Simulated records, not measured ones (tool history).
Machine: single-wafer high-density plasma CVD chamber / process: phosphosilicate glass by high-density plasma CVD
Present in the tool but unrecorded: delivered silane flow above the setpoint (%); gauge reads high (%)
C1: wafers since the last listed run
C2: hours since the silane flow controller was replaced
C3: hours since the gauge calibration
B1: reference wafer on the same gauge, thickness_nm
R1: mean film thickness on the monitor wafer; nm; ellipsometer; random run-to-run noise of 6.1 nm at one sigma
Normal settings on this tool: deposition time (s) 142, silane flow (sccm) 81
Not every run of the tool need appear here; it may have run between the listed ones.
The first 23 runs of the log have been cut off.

{"run": 24, "hour": 617.5, "deposition time (s)": 142, "silane flow (sccm)": 81, "C1": 230, "C2": 101.3, "C3": 634.5, "B1": 1140.21, "R1": 1105.314}
{"run": 25, "hour": 638.5, "deposition time (s)": 142, "silane flow (sccm)": 81, "C1": 149, "C2": 122.3, "C3": 655.5, "B1": 1140.552, "R1": 1110.804}
{"run": 26, "hour": 659.5, "deposition time (s)": 158, "silane flow (sccm)": 66, "C1": 149, "C2": 143.3, "C3": 676.5, "B1": 1139.601, "R1": 994.192}
{"run": 27, "hour": 689.3, "deposition time (s)": 153, "silane flow (sccm)": 81, "C1": 212, "C2": 173.1, "C3": 706.3, "B1": 1139.975, "R1": 1193.537}
{"run": 28, "hour": 715.4, "deposition time (s)": 142, "silane flow (sccm)": 81, "C1": 186, "C2": 199.2, "C3": 732.4, "B1": 1140.034, "R1": 1092.893}
{"run": 29, "hour": 732.4, "deposition time (s)": 142, "silane flow (sccm)": 90, "C1": 121, "C2": 216.2, "C3": 749.4, "B1": 1138.985, "R1": 1234.277}
{"run": 30, "hour": 804.9, "deposition time (s)": 142, "silane flow (sccm)": 81, "C1": 517, "C2": 288.7, "C3": 821.9, "B1": 1139.362, "R1": 1093.791}
{"run": 31, "hour": 836.6, "deposition time (s)": 142, "silane flow (sccm)": 81, "C1": 226, "C2": 320.4, "C3": 853.6, "B1": 1139.008, "R1": 1092.995}
{"run": 32, "hour": 860.4, "deposition time (s)": 142, "silane flow (sccm)": 81, "C1": 169, "C2": 344.2, "C3": 877.4, "B1": 1137.908, "R1": 1103.777}
{"hour": 864.0, "done": "gauge calibrated"}
{"run": 33, "hour": 889.4, "deposition time (s)": 142, "silane flow (sccm)": 89, "C1": 207, "C2": 373.2, "C3": 25.4, "B1": 1175.018, "R1": 1250.569}
{"run": 34, "hour": 920.2, "deposition time (s)": 142, "silane flow (sccm)": 81, "C1": 219, "C2": 404.0, "C3": 56.2, "B1": 1172.986, "R1": 1132.911}
{"run": 35, "hour": 937.2, "deposition time (s)": 118, "silane flow (sccm)": 89, "C1": 121, "C2": 421.0, "C3": 73.2, "B1": 1171.095, "R1": 1040.269}
{"run": 36, "hour": 952.0, "deposition time (s)": 167, "silane flow (sccm)": 71, "C1": 105, "C2": 435.8, "C3": 88.0, "B1": 1167.014, "R1": 1160.249}
{"run": 37, "hour": 987.1, "deposition time (s)": 142, "silane flow (sccm)": 81, "C1": 250, "C2": 470.9, "C3": 123.1, "B1": 1165.749, "R1": 1125.848}
{"run": 38, "hour": 1001.1, "deposition time (s)": 165, "silane flow (sccm)": 75, "C1": 99, "C2": 484.9, "C3": 137.1, "B1": 1163.344, "R1": 1213.281}
{"run": 39, "hour": 1033.9, "deposition time (s)": 153, "silane flow (sccm)": 95, "C1": 234, "C2": 517.7, "C3": 169.9, "B1": 1158.822, "R1": 1412.803}
{"run": 40, "hour": 1056.1, "deposition time (s)": 142, "silane flow (sccm)": 81, "C1": 158, "C2": 539.9, "C3": 192.1, "B1": 1159.025, "R1": 1120.164}
{"run": 41, "hour": 1074.5, "deposition time (s)": 169, "silane flow (sccm)": 81, "C1": 131, "C2": 558.3, "C3": 210.5, "B1": 1156.882, "R1": 1337.851}
{"run": 42, "hour": 1100.7, "deposition time (s)": 142, "silane flow (sccm)": 81, "C1": 187, "C2": 584.5, "C3": 236.7, "B1": 1154.735, "R1": 1109.365}
{"run": 43, "hour": 1114.2, "deposition time (s)": 142, "silane flow (sccm)": 67, "C1": 96, "C2": 598.0, "C3": 250.2, "B1": 1155.558, "R1": 932.682}
{"run": 44, "hour": 1149.4, "deposition time (s)": 114, "silane flow (sccm)": 70, "C1": 251, "C2": 633.2, "C3": 285.4, "B1": 1152.398, "R1": 774.236}
{"run": 45, "hour": 1172.6, "deposition time (s)": 155, "silane flow (sccm)": 72, "C1": 165, "C2": 656.4, "C3": 308.6, "B1": 1152.529, "R1": 1085.333}

5 ways to go on from here, each from the tool as it stands after run 45. What would each give?
{"run": "A", "hour": 1173.0, "deposition time (s)": 170, "silane flow (sccm)": 81, "C1": 2, "C2": 656.8, "C3": 309.0, "B1": "?", "R1": "?"}
{"run": "B", "hour": 1173.0, "deposition time (s)": 116, "silane flow (sccm)": 91, "C1": 2, "C2": 656.8, "C3": 309.0, "B1": "?", "R1": "?"}
{"run": "C", "hour": 1173.0, "deposition time (s)": 142, "silane flow (sccm)": 65, "C1": 2, "C2": 656.8, "C3": 309.0, "B1": "?", "R1": "?"}
{"run": "D", "hour": 1173.0, "deposition time (s)": 142, "silane flow (sccm)": 75, "C1": 2, "C2": 656.8, "C3": 309.0, "B1": "?", "R1": "?"}
{"run": "E", "hour": 1173.0, "deposition time (s)": 120, "silane flow (sccm)": 73, "C1": 2, "C2": 656.8, "C3": 309.0, "B1": "?", "R1": "?"}

run=A B1=1151.381 R1=1339.299
run=B B1=1151.381 R1=1026.699
run=C B1=1151.381 R1=897.729
run=D B1=1151.381 R1=1035.842
run=E B1=1151.381 R1=852.016
Without the tool's unlogged condition, the same runs would have read:
run=A R1=1372.478
run=B R1=1052.134
run=C R1=919.969
run=D R1=1061.503
run=E R1=873.124

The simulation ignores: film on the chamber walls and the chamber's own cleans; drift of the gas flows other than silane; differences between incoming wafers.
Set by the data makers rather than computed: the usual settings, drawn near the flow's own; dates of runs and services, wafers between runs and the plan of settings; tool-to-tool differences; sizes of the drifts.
